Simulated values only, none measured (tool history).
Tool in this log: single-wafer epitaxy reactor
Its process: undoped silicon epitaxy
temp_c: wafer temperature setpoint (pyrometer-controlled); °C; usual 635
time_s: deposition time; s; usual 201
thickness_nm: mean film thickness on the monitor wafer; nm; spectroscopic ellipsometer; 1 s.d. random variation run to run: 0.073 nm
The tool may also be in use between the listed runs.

run,hour,temp_c,time_s,"read-back reference wafer on the same gauge, thickness_nm",thickness_nm
1,0,635,201,26.078,23.172
2,29.8,635,201,26.066,23.148
3,59,635,201,25.972,23.081
4,93.8,635,191,25.975,21.828
5,116.6,635,201,25.917,23.007
# hour 137: pyrometer calibrated
6,137.5,635,201,25.943,22.874
7,145.5,641,201,25.94,26.207
8,172.1,620,221,25.927,18.194
9,198.4,630,228,25.897,23.406
10,218.5,622,201,25.919,17.328
# hour 231.3: gauge calibrated
11,234.4,620,177,26.142,14.802
12,308.5,643,177,26.019,24.166
13,331.4,647,186,25.971,27.697
14,348.5,635,201,25.966,23.05
15,370.8,648,214,25.945,32.553

3 options for the next run, each taken on its own from the tool as it stands now. Forecast them:
A,371.3,635,201,?,?
B,371.3,635,181,?,?
C,371.3,635,220,?,?

run,"read-back reference wafer on the same gauge, thickness_nm",thickness_nm
A,25.97,23.106
B,25.97,20.807
C,25.97,25.291
Stripped of hidden state, with their random variation kept, the same runs would have yielded:
run,thickness_nm
A,23.331
B,21.009
C,25.536
